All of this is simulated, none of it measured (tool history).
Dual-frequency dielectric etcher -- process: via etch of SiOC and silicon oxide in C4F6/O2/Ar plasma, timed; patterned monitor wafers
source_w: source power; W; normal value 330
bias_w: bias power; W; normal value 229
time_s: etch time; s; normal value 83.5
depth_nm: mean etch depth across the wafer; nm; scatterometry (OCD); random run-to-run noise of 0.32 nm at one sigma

run	day	source_w	bias_w	time_s	wafers since the last listed run	hours since the last wet clean	hours since the last source power generator calibration	hours since the last bias power generator calibration	hours since the last upper electrode change	hours since the gauge calibration	read-back reference wafer on the same gauge, depth_nm	depth_nm
1	0	330	214	83.5	0	145.9	1292.8	4498.3	2365.4	213.9	121	99
2	0.671	330	214	83.5	153	162	1308.9	4514.4	2381.5	230	121	99.4
3	1.404	330	229	83.5	167	179.6	1326.5	4532	2399.1	247.6	121	102.2
4	1.775	330	229	83.5	84	188.5	1335.4	4540.9	2408	256.5	121	101.4
5	3.058	330	229	83.5	293	219.3	1366.2	4571.7	2438.8	287.3	121	101.2
6	3.733	330	229	83.5	154	235.5	1382.4	4587.9	2455	303.5	121	100.9
7	4.267	330	229	83.5	121	248.3	1395.2	4600.7	2467.8	316.3	121	101.4
8	4.704	330	229	83.5	100	258.8	1405.7	4611.2	2478.3	326.8	121	101.3
9	5.321	330	229	77	141	273.6	1420.5	4626	2493.1	341.6	121	93.3
# day 6.104: bias power generator calibrated
10	6.125	330	229	77	145	292.9	1439.8	0.5	2512.4	360.9	121	93.3
11	6.421	330	229	77	67	300	1446.9	7.6	2519.5	368	121	93.3
12	6.858	330	229	83.5	100	310.5	1457.4	18.1	2530	378.5	121	101
# day 8.225: gauge calibrated
# day 8.317: upper electrode replaced
13	8.338	330	229	83.5	109	346	1492.9	53.6	0.5	2.7	121	100
14	8.35	330	229	83.5	2	346.3	1493.2	53.9	0.8	3	121	100.6
15	8.738	330	229	83.5	88	355.6	1502.5	63.2	10.1	12.3	121	100.5
# day 9.108: source power generator calibrated
16	9.212	330	229	83.5	70	367	2.5	74.6	21.5	23.7	121	99.7
17	9.762	410	229	83.5	125	380.2	15.7	87.8	34.7	36.9	121	111.4
# day 11.238: wet clean of the chamber
18	11.258	330	229	83.5	113	0.5	51.6	123.7	70.6	72.8	121	102.6
19	11.271	280	179	64.5	2	0.8	51.9	124	70.9	73.1	121	65.7
20	11.304	390	213	96	7	1.6	52.7	124.8	71.7	73.9	120.9	124.5
21	12.546	330	274	96	283	31.4	82.5	154.6	101.5	103.7	121.1	127
22	13.079	330	229	67	121	44.2	95.3	167.4	114.3	116.5	121	82.6
23	13.638	270	173	94	127	57.6	108.7	180.8	127.7	129.9	121	91.6
24	14.296	330	261	83.5	150	73.4	124.5	196.6	143.5	145.7	121	107.8
25	14.808	390	229	83.5	117	85.7	136.8	208.9	155.8	158	121	110.4
26	15.167	310	189	98.5	81	94.3	145.4	217.5	164.4	166.6	121	106.7
27	15.629	330	229	83.5	105	105.4	156.5	228.6	175.5	177.7	120.9	101
28	15.879	410	190	98	57	111.4	162.5	234.6	181.5	183.7	121	121.6
29	16.533	330	229	83.5	149	127.1	178.2	250.3	197.2	199.4	121	101.3
30	16.883	330	229	77	80	135.5	186.6	258.7	205.6	207.8	121	93.4
31	17.417	330	252	63	121	148.3	199.4	271.5	218.4	220.6	121	79.2

Forecast each of these 3 alternatives for the next run:
A	17.433	330	175	83.5	3	148.7	199.8	271.9	218.8	221	?	?
B	17.433	330	286	60.5	3	148.7	199.8	271.9	218.8	221	?	?
C	17.433	300	197	60.5	3	148.7	199.8	271.9	218.8	221	?	?

run	read-back reference wafer on the same gauge, depth_nm	depth_nm
A	121	90.6
B	121	80.8
C	121	65.8
What these runs would have given with no unlogged condition in the tool:
run	depth_nm
A	92.5
B	82.5
C	67.2

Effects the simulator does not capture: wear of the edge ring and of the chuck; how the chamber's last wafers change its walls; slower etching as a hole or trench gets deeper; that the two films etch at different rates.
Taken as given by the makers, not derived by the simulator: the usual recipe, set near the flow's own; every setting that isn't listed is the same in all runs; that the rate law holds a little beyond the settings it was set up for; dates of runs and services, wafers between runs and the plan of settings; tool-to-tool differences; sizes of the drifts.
